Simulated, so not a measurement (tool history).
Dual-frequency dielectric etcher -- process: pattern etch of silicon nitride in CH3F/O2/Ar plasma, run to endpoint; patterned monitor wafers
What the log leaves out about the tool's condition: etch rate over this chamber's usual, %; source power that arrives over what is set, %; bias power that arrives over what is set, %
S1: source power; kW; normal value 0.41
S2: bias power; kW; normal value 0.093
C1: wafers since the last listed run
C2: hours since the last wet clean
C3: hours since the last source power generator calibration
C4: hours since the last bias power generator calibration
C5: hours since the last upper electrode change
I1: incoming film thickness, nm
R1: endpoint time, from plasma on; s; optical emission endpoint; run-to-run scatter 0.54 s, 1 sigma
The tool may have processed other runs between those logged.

Run 1, hour 0: usual settings; C1 0; C2 263.3; C3 2983.3; C4 2834.8; C5 4470.8; I1 53.2. Result: R1 75.1 s.
Run 2, hour 15.4: usual settings; C1 208; C2 278.7; C3 2998.7; C4 2850.2; C5 4486.2; I1 53.2. Result: R1 74.4 s.
Run 3, hour 31.3: usual settings; C1 215; C2 294.6; C3 3014.6; C4 2866.1; C5 4502.1; I1 53.4. Result: R1 75.1 s.
Run 4, hour 65.5: usual settings; C1 463; C2 328.8; C3 3048.8; C4 2900.3; C5 4536.3; I1 53.5. Result: R1 75.6 s.
Run 5, hour 95.1: usual settings but S2 0.104 kW; C1 400; C2 358.4; C3 3078.4; C4 2929.9; C5 4565.9; I1 53.2. Result: R1 74 s.
Run 6, hour 122.4: usual settings but S2 0.104 kW; C1 369; C2 385.7; C3 3105.7; C4 2957.2; C5 4593.2; I1 53.5. Result: R1 74.6 s.
Run 7, hour 140.4: usual settings but S2 0.104 kW; C1 243; C2 403.7; C3 3123.7; C4 2975.2; C5 4611.2; I1 53.6. Result: R1 74.6 s.
At hour 168.4: wet clean of the chamber.
Run 8, hour 173.7: usual settings; C1 125; C2 5.3; C3 3157; C4 3008.5; C5 4644.5; I1 53.3. Result: R1 72.3 s.
Run 9, hour 201.9: usual settings; C1 381; C2 33.5; C3 3185.2; C4 3036.7; C5 4672.7; I1 53.9. Result: R1 72.9 s.
Run 10, hour 224.5: usual settings; C1 306; C2 56.1; C3 3207.8; C4 3059.3; C5 4695.3; I1 53.4. Result: R1 72.4 s.
Run 11, hour 247.9: usual settings; C1 316; C2 79.5; C3 3231.2; C4 3082.7; C5 4718.7; I1 53.7. Result: R1 73.2 s.
Run 12, hour 264.4: usual settings but S2 0.088 kW; C1 223; C2 96; C3 3247.7; C4 3099.2; C5 4735.2; I1 53.8. Result: R1 75.2 s.
Run 13, hour 296.2: usual settings but S2 0.088 kW; C1 430; C2 127.8; C3 3279.5; C4 3131; C5 4767; I1 53.2. Result: R1 74.4 s.
Run 14, hour 321.2: usual settings but S1 0.37 kW, S2 0.103 kW; C1 338; C2 152.8; C3 3304.5; C4 3156; C5 4792; I1 53.1. Result: R1 74 s.
Run 15, hour 355.9: usual settings but S1 0.37 kW, S2 0.103 kW; C1 469; C2 187.5; C3 3339.2; C4 3190.7; C5 4826.7; I1 53.5. Result: R1 75.7 s.
Run 16, hour 373.9: usual settings but S1 0.43 kW; C1 243; C2 205.5; C3 3357.2; C4 3208.7; C5 4844.7; I1 53.8. Result: R1 74 s.
Run 17, hour 400.1: usual settings but S1 0.47 kW, S2 0.101 kW; C1 354; C2 231.7; C3 3383.4; C4 3234.9; C5 4870.9; I1 53.4. Result: R1 69.6 s.
Run 18, hour 449.8: usual settings but S2 0.112 kW; C1 673; C2 281.4; C3 3433.1; C4 3284.6; C5 4920.6; I1 53.7. Result: R1 72.5 s.
Run 19, hour 485: usual settings but S1 0.48 kW, S2 0.104 kW; C1 476; C2 316.6; C3 3468.3; C4 3319.8; C5 4955.8; I1 53.5. Result: R1 69.7 s.
At hour 501.7: bias power generator calibrated.
Run 20, hour 506.6: usual settings; C1 238; C2 338.2; C3 3489.9; C4 4.9; C5 4977.4; I1 53.5. Result: R1 75 s.
At hour 533.8: upper electrode replaced.
At hour 551.5: wet clean of the chamber.
Run 21, hour 552: usual settings but S1 0.48 kW, S2 0.078 kW; C1 49; C2 0.5; C3 3535.3; C4 50.3; C5 18.2; I1 53.6. Result: R1 70.2 s.
Run 22, hour 640.4: usual settings; C1 1197; C2 88.9; C3 3623.7; C4 138.7; C5 106.6; I1 53.9. Result: R1 73.8 s.
Run 23, hour 670.4: usual settings; C1 406; C2 118.9; C3 3653.7; C4 168.7; C5 136.6; I1 53. Result: R1 72 s.
At hour 696.5: source power generator calibrated.
Run 24, hour 697: usual settings; C1 306; C2 145.5; C3 0.5; C4 195.3; C5 163.2; I1 53.5. Result: R1 73.4 s.
Run 25, hour 715: usual settings but S1 0.34 kW, S2 0.083 kW; C1 243; C2 163.5; C3 18.5; C4 213.3; C5 181.2; I1 53.4. Result: R1 81.3 s.
Run 26, hour 731.5: usual settings but S1 0.45 kW, S2 0.073 kW; C1 223; C2 180; C3 35; C4 229.8; C5 197.7; I1 53.2. Result: R1 74.4 s.
Run 27, hour 760: usual settings; C1 386; C2 208.5; C3 63.5; C4 258.3; C5 226.2; I1 53.5. Result: R1 73.7 s.
Run 28, hour 785.2: usual settings but S1 0.37 kW, S2 0.1 kW; C1 341; C2 233.7; C3 88.7; C4 283.5; C5 251.4; I1 53.7. Result: R1 75.4 s.
Run 29, hour 805.3: usual settings but S1 0.35 kW, S2 0.082 kW; C1 272; C2 253.8; C3 108.8; C4 303.6; C5 271.5; I1 53.5. Result: R1 79.9 s.
At hour 901.5: wet clean of the chamber.
Run 30, hour 902: usual settings but S1 0.45 kW, S2 0.073 kW; C1 984; C2 0.5; C3 205.5; C4 400.3; C5 368.2; I1 54.2. Result: R1 76 s.
Run 31, hour 928.2: usual settings but S1 0.33 kW, S2 0.102 kW; C1 354; C2 26.7; C3 231.7; C4 426.5; C5 394.4; I1 53. Result: R1 76.9 s.
Run 32, hour 941.2: usual settings; C1 176; C2 39.7; C3 244.7; C4 439.5; C5 407.4; I1 53.3. Result: R1 72.5 s.

Here are 3 independent what-if runs from the current tool condition. What would each one return?
Run A, hour 941.6: usual settings but S1 0.33 kW; C1 5; C2 40.1; C3 245.1; C4 439.9; C5 407.8; I1 53.5. Result: R1 ?.
Run B, hour 941.6: usual settings but S1 0.45 kW, S2 0.086 kW; C1 5; C2 40.1; C3 245.1; C4 439.9; C5 407.8; I1 53.5. Result: R1 ?.
Run C, hour 941.6: usual settings but S1 0.35 kW, S2 0.112 kW; C1 5; C2 40.1; C3 245.1; C4 439.9; C5 407.8; I1 53.5. Result: R1 ?.

run    R1
  A  78.9
  B  71.5
  C  73.5
Without the tool's unlogged condition, the same runs would have read:
run    R1
  A  78.6
  B  71.2
  C  73.2
